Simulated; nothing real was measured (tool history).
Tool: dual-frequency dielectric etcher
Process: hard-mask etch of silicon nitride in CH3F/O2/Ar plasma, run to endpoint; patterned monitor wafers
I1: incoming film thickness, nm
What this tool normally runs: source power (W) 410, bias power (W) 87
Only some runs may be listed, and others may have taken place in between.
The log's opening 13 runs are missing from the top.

Run 14, day 45.817: usual settings; I1 48.89. Result: endpoint time (s) 62.4.
Run 15, day 49.004: usual settings; I1 47.82. Result: endpoint time (s) 61.9.
Run 16, day 57.175: usual settings; I1 48.4. Result: endpoint time (s) 62.4.
At day 59.488: wet clean of the chamber.
At day 61.45: upper electrode replaced.
Run 17, day 61.471: usual settings; I1 48.15. Result: endpoint time (s) 61.9.
Run 18, day 63.858: usual settings but source power (W) 320; I1 48.71. Result: endpoint time (s) 66.9.
Run 19, day 67.983: usual settings but source power (W) 370, bias power (W) 96; I1 48.63. Result: endpoint time (s) 60.8.
At day 70.433: bias power generator calibrated.
Run 20, day 71.375: usual settings but source power (W) 510, bias power (W) 100; I1 48.31. Result: endpoint time (s) 53.6.
Run 21, day 73.912: usual settings; I1 47.85. Result: endpoint time (s) 61.8.
Run 22, day 77: usual settings; I1 48.29. Result: endpoint time (s) 61.7.
Run 23, day 81.308: usual settings but source power (W) 460, bias power (W) 71; I1 48.56. Result: endpoint time (s) 68.6.
Run 24, day 85.233: usual settings but source power (W) 490, bias power (W) 77; I1 48.8. Result: endpoint time (s) 63.9.
At day 90.8: wet clean of the chamber.
Run 25, day 95.633: usual settings but source power (W) 510, bias power (W) 108; I1 47.94. Result: endpoint time (s) 52.2.
Run 26, day 98.067: usual settings but source power (W) 460, bias power (W) 108; I1 48.19. Result: endpoint time (s) 53.5.
Run 27, day 100.142: usual settings but source power (W) 490; I1 47.99. Result: endpoint time (s) 59.7.
Run 28, day 102.65: usual settings but source power (W) 350, bias power (W) 78; I1 48.19. Result: endpoint time (s) 68.6.
Run 29, day 106.483: usual settings but source power (W) 340, bias power (W) 73; I1 48.22. Result: endpoint time (s) 72.
Run 30, day 107.996: usual settings; I1 48.45. Result: endpoint time (s) 62.2.
Run 31, day 109.708: usual settings; I1 48.07. Result: endpoint time (s) 62.1.
Run 32, day 111.425: usual settings but source power (W) 330; I1 48.47. Result: endpoint time (s) 66.1.
Run 33, day 120.971: usual settings but source power (W) 490, bias power (W) 97; I1 48.06. Result: endpoint time (s) 55.2.
At day 123.958: wet clean of the chamber.
Run 34, day 123.979: usual settings but source power (W) 490; I1 48.57. Result: endpoint time (s) 58.8.
Run 35, day 127.383: usual settings but source power (W) 490, bias power (W) 74; I1 48.13. Result: endpoint time (s) 65.1.

Forecast each of these 4 alternatives for the next run:
Run A, day 127.4: usual settings but bias power (W) 103; I1 48.29. Result: endpoint time (s) ?.
Run B, day 127.4: usual settings but source power (W) 480, bias power (W) 97; I1 48.29. Result: endpoint time (s) ?.
Run C, day 127.4: usual settings but source power (W) 330, bias power (W) 68; I1 48.29. Result: endpoint time (s) ?.
Run D, day 127.4: usual settings but bias power (W) 106; I1 48.29. Result: endpoint time (s) ?.

run  endpoint time (s)
  A                 57
  B               56.4
  C               75.8
  D               56.1
Had the tool no hidden state, the same runs would have come out as:
run  endpoint time (s)
  A                 57
  B               56.4
  C               75.8
  D               56.1
